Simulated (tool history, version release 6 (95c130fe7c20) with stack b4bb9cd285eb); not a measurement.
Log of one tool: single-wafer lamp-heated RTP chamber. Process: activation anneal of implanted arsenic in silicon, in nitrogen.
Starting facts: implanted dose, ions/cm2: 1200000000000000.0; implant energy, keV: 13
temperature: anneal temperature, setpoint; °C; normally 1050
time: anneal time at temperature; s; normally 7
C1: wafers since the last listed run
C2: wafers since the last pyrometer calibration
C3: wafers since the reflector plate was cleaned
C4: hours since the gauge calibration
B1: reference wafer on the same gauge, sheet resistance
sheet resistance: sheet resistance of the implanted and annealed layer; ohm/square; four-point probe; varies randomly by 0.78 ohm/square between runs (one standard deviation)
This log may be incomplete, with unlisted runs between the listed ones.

{"run": 1, "day": 0.0, "temperature": 1050, "time": 7, "C1": 0, "C2": 4613, "C3": 199, "C4": 327.5, "B1": 140.81, "sheet resistance": 131.49}
{"run": 2, "day": 1.45, "temperature": 1050, "time": 7, "C1": 729, "C2": 5343, "C3": 929, "C4": 362.3, "B1": 141.15, "sheet resistance": 132.05}
{"day": 2.533, "done": "pyrometer window cleaned and pyrometer calibrated"}
{"run": 3, "day": 2.879, "temperature": 1050, "time": 7, "C1": 551, "C2": 173, "C3": 1480, "C4": 396.6, "B1": 140.99, "sheet resistance": 130.71}
{"run": 4, "day": 3.992, "temperature": 1050, "time": 7, "C1": 559, "C2": 733, "C3": 2040, "C4": 423.3, "B1": 140.87, "sheet resistance": 132.16}
{"run": 5, "day": 4.688, "temperature": 1050, "time": 7, "C1": 350, "C2": 1083, "C3": 2390, "C4": 440.0, "B1": 140.95, "sheet resistance": 131.34}
{"run": 6, "day": 5.838, "temperature": 1050, "time": 7, "C1": 578, "C2": 1662, "C3": 2969, "C4": 467.6, "B1": 141.18, "sheet resistance": 132.19}
{"run": 7, "day": 6.562, "temperature": 1050, "time": 7, "C1": 364, "C2": 2027, "C3": 3334, "C4": 485.0, "B1": 140.86, "sheet resistance": 131.44}
{"run": 8, "day": 7.817, "temperature": 1050, "time": 7, "C1": 631, "C2": 2658, "C3": 3965, "C4": 515.1, "B1": 140.99, "sheet resistance": 130.79}
{"run": 9, "day": 9.025, "temperature": 1050, "time": 7, "C1": 608, "C2": 3266, "C3": 4573, "C4": 544.1, "B1": 140.8, "sheet resistance": 131.63}
{"run": 10, "day": 10.342, "temperature": 1050, "time": 7, "C1": 662, "C2": 3928, "C3": 5236, "C4": 575.7, "B1": 141.22, "sheet resistance": 130.37}
{"day": 10.95, "done": "reflector plate cleaned"}
{"run": 11, "day": 11.538, "temperature": 1050, "time": 7, "C1": 434, "C2": 4362, "C3": 296, "C4": 604.4, "B1": 140.94, "sheet resistance": 128.59}
{"run": 12, "day": 12.779, "temperature": 1050, "time": 7, "C1": 624, "C2": 4987, "C3": 921, "C4": 634.2, "B1": 141.29, "sheet resistance": 128.1}
{"day": 13.658, "done": "pyrometer window cleaned and pyrometer calibrated"}
{"run": 13, "day": 14.979, "temperature": 1050, "time": 7, "C1": 939, "C2": 665, "C3": 1860, "C4": 687.0, "B1": 141.19, "sheet resistance": 127.06}
{"day": 15.608, "done": "gauge calibrated"}
{"run": 14, "day": 16.042, "temperature": 1042, "time": 7, "C1": 534, "C2": 1200, "C3": 2395, "C4": 10.4, "B1": 140.99, "sheet resistance": 132.2}
{"run": 15, "day": 17.325, "temperature": 1050, "time": 7, "C1": 645, "C2": 1845, "C3": 3040, "C4": 41.2, "B1": 140.81, "sheet resistance": 127.01}
{"run": 16, "day": 18.367, "temperature": 1035, "time": 10, "C1": 524, "C2": 2370, "C3": 3565, "C4": 66.2, "B1": 141.11, "sheet resistance": 128.21}
{"run": 17, "day": 19.279, "temperature": 1050, "time": 7, "C1": 459, "C2": 2829, "C3": 4024, "C4": 88.1, "B1": 140.98, "sheet resistance": 127.4}
{"run": 18, "day": 19.817, "temperature": 1050, "time": 6, "C1": 270, "C2": 3099, "C3": 4294, "C4": 101.0, "B1": 140.62, "sheet resistance": 130.82}
{"day": 20.379, "done": "reflector plate cleaned, repeated, since the last time left the tool worse"}
{"run": 19, "day": 20.562, "temperature": 1050, "time": 10, "C1": 207, "C2": 3307, "C3": 91, "C4": 118.9, "B1": 140.97, "sheet resistance": 125.63}
{"run": 20, "day": 21.5, "temperature": 1050, "time": 3, "C1": 471, "C2": 3779, "C3": 563, "C4": 141.4, "B1": 141.01, "sheet resistance": 149.84}
{"run": 21, "day": 23.404, "temperature": 1032, "time": 5, "C1": 958, "C2": 4737, "C3": 1521, "C4": 187.1, "B1": 140.83, "sheet resistance": 148.08}
{"run": 22, "day": 23.917, "temperature": 1050, "time": 7, "C1": 257, "C2": 4995, "C3": 1779, "C4": 199.4, "B1": 141.0, "sheet resistance": 132.32}
{"run": 23, "day": 25.05, "temperature": 1050, "time": 7, "C1": 570, "C2": 5565, "C3": 2349, "C4": 226.6, "B1": 140.59, "sheet resistance": 132.16}
{"day": 27.058, "done": "pyrometer window cleaned and pyrometer calibrated"}
{"run": 24, "day": 28.204, "temperature": 1050, "time": 4, "C1": 1419, "C2": 576, "C3": 3769, "C4": 302.3, "B1": 140.77, "sheet resistance": 142.53}
{"run": 25, "day": 28.812, "temperature": 1033, "time": 11, "C1": 306, "C2": 882, "C3": 4075, "C4": 316.9, "B1": 140.98, "sheet resistance": 131.05}
{"day": 29.362, "done": "reflector plate cleaned"}
{"run": 26, "day": 29.775, "temperature": 1050, "time": 7, "C1": 316, "C2": 1199, "C3": 207, "C4": 340.0, "B1": 140.74, "sheet resistance": 131.66}
{"run": 27, "day": 31.229, "temperature": 1027, "time": 5, "C1": 731, "C2": 1930, "C3": 939, "C4": 374.9, "B1": 140.9, "sheet resistance": 150.5}
{"run": 28, "day": 32.117, "temperature": 1041, "time": 11, "C1": 446, "C2": 2377, "C3": 1385, "C4": 396.2, "B1": 141.02, "sheet resistance": 128.08}
{"run": 29, "day": 33.188, "temperature": 1050, "time": 9, "C1": 538, "C2": 2916, "C3": 1924, "C4": 421.9, "B1": 141.37, "sheet resistance": 127.29}
{"run": 30, "day": 33.775, "temperature": 1065, "time": 7, "C1": 295, "C2": 3212, "C3": 2220, "C4": 436.0, "B1": 141.14, "sheet resistance": 126.12}
{"run": 31, "day": 35.021, "temperature": 1062, "time": 11, "C1": 626, "C2": 3838, "C3": 2847, "C4": 465.9, "B1": 140.77, "sheet resistance": 117.43}
{"run": 32, "day": 37.462, "temperature": 1070, "time": 8, "C1": 1228, "C2": 5067, "C3": 4076, "C4": 524.5, "B1": 140.73, "sheet resistance": 120.39}
{"run": 33, "day": 38.129, "temperature": 1040, "time": 11, "C1": 335, "C2": 5403, "C3": 4411, "C4": 540.5, "B1": 141.19, "sheet resistance": 126.88}
{"run": 34, "day": 38.775, "temperature": 1026, "time": 10, "C1": 325, "C2": 5728, "C3": 4736, "C4": 556.0, "B1": 141.11, "sheet resistance": 135.97}
{"run": 35, "day": 39.467, "temperature": 1077, "time": 5, "C1": 348, "C2": 6076, "C3": 5084, "C4": 572.6, "B1": 141.16, "sheet resistance": 125.53}
{"run": 36, "day": 40.417, "temperature": 1067, "time": 7, "C1": 478, "C2": 6554, "C3": 5562, "C4": 595.4, "B1": 141.21, "sheet resistance": 122.93}

Exercise: give the hidden state of the tool at every run:
true wafer temperature minus pyrometer reading, K: 0, the same for each run
gauge reads high (%): 0, the same for each run
H1: wafer temperature error from the tarnished reflector plate, K
run=1 H1=0.548
run=2 H1=0.648
run=3 H1=0.875
run=4 H1=1.14
run=5 H1=1.34
run=6 H1=1.75
run=7 H1=2.04
run=8 H1=2.63
run=9 H1=3.29
run=10 H1=4.11
run=11 H1=7.77
run=12 H1=7.87
run=13 H1=8.27
run=14 H1=8.57
run=15 H1=9.02
run=16 H1=9.47
run=17 H1=9.91
run=18 H1=10.2
run=19 H1=0.0675
run=20 H1=0.105
run=21 H1=0.349
run=22 H1=0.453
run=23 H1=0.741
run=24 H1=1.96
run=25 H1=2.27
run=26 H1=0.187
run=27 H1=0.289
run=28 H1=0.416
run=29 H1=0.634
run=30 H1=0.784
run=31 H1=1.17
run=32 H1=2.21
run=33 H1=2.56
run=34 H1=2.92
run=35 H1=3.34
run=36 H1=3.96
